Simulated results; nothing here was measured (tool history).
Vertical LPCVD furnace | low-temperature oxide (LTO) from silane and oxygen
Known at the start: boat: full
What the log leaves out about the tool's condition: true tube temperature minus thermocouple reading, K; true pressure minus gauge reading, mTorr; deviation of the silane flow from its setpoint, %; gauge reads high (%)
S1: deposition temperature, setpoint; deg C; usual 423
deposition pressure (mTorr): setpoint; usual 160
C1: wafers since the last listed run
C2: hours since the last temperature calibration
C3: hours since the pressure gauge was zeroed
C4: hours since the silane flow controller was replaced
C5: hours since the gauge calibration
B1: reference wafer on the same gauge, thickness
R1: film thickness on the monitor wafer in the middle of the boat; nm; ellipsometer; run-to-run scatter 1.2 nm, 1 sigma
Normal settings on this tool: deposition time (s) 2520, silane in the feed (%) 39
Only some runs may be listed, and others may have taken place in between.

run 1 day=0.000 | S1=432 deposition_pressure_(mTorr)=160 deposition_time_(s)=2520 silane_in_the_feed_(%)=43 | C1=0 C2=4902.4 C3=936.2 C4=4347.8 C5=434.8 | B1=397.13 | R1=428.26
run 2 day=4.008 | S1=432 deposition_pressure_(mTorr)=160 deposition_time_(s)=2520 silane_in_the_feed_(%)=43 | C1=1861 C2=4998.6 C3=1032.4 C4=4444.0 C5=531.0 | B1=397.49 | R1=426.94
run 3 day=6.875 | S1=432 deposition_pressure_(mTorr)=160 deposition_time_(s)=2520 silane_in_the_feed_(%)=43 | C1=1331 C2=5067.4 C3=1101.2 C4=4512.8 C5=599.8 | B1=396.86 | R1=429.10
run 4 day=8.596 | S1=423 deposition_pressure_(mTorr)=160 deposition_time_(s)=2190 silane_in_the_feed_(%)=39 | C1=799 C2=5108.7 C3=1142.5 C4=4554.1 C5=641.1 | B1=397.52 | R1=304.68
run 5 day=12.200 | S1=423 deposition_pressure_(mTorr)=160 deposition_time_(s)=2190 silane_in_the_feed_(%)=39 | C1=1673 C2=5195.2 C3=1229.0 C4=4640.6 C5=727.6 | B1=397.82 | R1=306.44
run 6 day=14.971 | S1=423 deposition_pressure_(mTorr)=160 deposition_time_(s)=2520 silane_in_the_feed_(%)=39 | C1=1286 C2=5261.7 C3=1295.5 C4=4707.1 C5=794.1 | B1=397.21 | R1=351.46
run 7 day=17.488 | S1=423 deposition_pressure_(mTorr)=160 deposition_time_(s)=2520 silane_in_the_feed_(%)=39 | C1=1168 C2=5322.1 C3=1355.9 C4=4767.5 C5=854.5 | B1=397.14 | R1=352.70
run 8 day=19.104 | S1=423 deposition_pressure_(mTorr)=175 deposition_time_(s)=2520 silane_in_the_feed_(%)=39 | C1=750 C2=5360.9 C3=1394.7 C4=4806.3 C5=893.3 | B1=396.92 | R1=387.21
run 9 day=22.288 | S1=415 deposition_pressure_(mTorr)=145 deposition_time_(s)=2520 silane_in_the_feed_(%)=39 | C1=1478 C2=5437.3 C3=1471.1 C4=4882.7 C5=969.7 | B1=396.92 | R1=290.89
run 10 day=24.917 | S1=423 deposition_pressure_(mTorr)=160 deposition_time_(s)=2520 silane_in_the_feed_(%)=35 | C1=1220 C2=5500.4 C3=1534.2 C4=4945.8 C5=1032.8 | B1=396.58 | R1=308.48
-- day=26.842 silane flow controller replaced
run 11 day=26.862 | S1=423 deposition_pressure_(mTorr)=180 deposition_time_(s)=2250 silane_in_the_feed_(%)=31 | C1=439 C2=5547.1 C3=1580.9 C4=0.5 C5=1079.5 | B1=397.37 | R1=263.27
-- day=27.138 gauge calibrated
-- day=29.300 thermocouples replaced and temperature profile calibrated
run 12 day=29.321 | S1=423 deposition_pressure_(mTorr)=200 deposition_time_(s)=2520 silane_in_the_feed_(%)=43 | C1=677 C2=0.5 C3=1639.9 C4=59.5 C5=52.4 | B1=396.80 | R1=490.73
run 13 day=30.608 | S1=423 deposition_pressure_(mTorr)=190 deposition_time_(s)=2520 silane_in_the_feed_(%)=39 | C1=597 C2=31.4 C3=1670.8 C4=90.4 C5=83.3 | B1=396.68 | R1=417.66
run 14 day=33.488 | S1=430 deposition_pressure_(mTorr)=150 deposition_time_(s)=2520 silane_in_the_feed_(%)=44 | C1=1336 C2=100.5 C3=1739.9 C4=159.5 C5=152.4 | B1=397.16 | R1=395.53
-- day=35.900 pressure gauge zeroed
run 15 day=37.433 | S1=423 deposition_pressure_(mTorr)=160 deposition_time_(s)=2520 silane_in_the_feed_(%)=39 | C1=1367 C2=195.2 C3=36.8 C4=254.2 C5=247.1 | B1=397.74 | R1=358.12
run 16 day=40.396 | S1=423 deposition_pressure_(mTorr)=130 deposition_time_(s)=2520 silane_in_the_feed_(%)=39 | C1=1375 C2=266.3 C3=107.9 C4=325.3 C5=318.2 | B1=397.51 | R1=290.13
run 17 day=44.121 | S1=417 deposition_pressure_(mTorr)=120 deposition_time_(s)=2520 silane_in_the_feed_(%)=39 | C1=1729 C2=355.7 C3=197.3 C4=414.7 C5=407.6 | B1=397.66 | R1=253.33
run 18 day=47.417 | S1=423 deposition_pressure_(mTorr)=125 deposition_time_(s)=2520 silane_in_the_feed_(%)=39 | C1=1530 C2=434.8 C3=276.4 C4=493.8 C5=486.7 | B1=396.24 | R1=278.58
run 19 day=51.392 | S1=423 deposition_pressure_(mTorr)=160 deposition_time_(s)=2520 silane_in_the_feed_(%)=39 | C1=1845 C2=530.2 C3=371.8 C4=589.2 C5=582.1 | B1=396.79 | R1=356.57

3 options for the next run, each taken on its own from the tool as it stands now. Forecast them:
run A day=51.571 | S1=432 deposition_pressure_(mTorr)=160 deposition_time_(s)=2520 silane_in_the_feed_(%)=39 | C1=83 C2=534.5 C3=376.1 C4=593.5 C5=586.4 | B1=? | R1=?
run B day=51.571 | S1=417 deposition_pressure_(mTorr)=160 deposition_time_(s)=2520 silane_in_the_feed_(%)=39 | C1=83 C2=534.5 C3=376.1 C4=593.5 C5=586.4 | B1=? | R1=?
run C day=51.571 | S1=427 deposition_pressure_(mTorr)=160 deposition_time_(s)=2520 silane_in_the_feed_(%)=39 | C1=83 C2=534.5 C3=376.1 C4=593.5 C5=586.4 | B1=? | R1=?

run=A B1=397.57 R1=392.32
run=B B1=397.57 R1=337.12
run=C B1=397.57 R1=373.34
Without the tool's hidden state the same runs would have given:
run=A R1=393.59
run=B R1=338.21
run=C R1=374.55
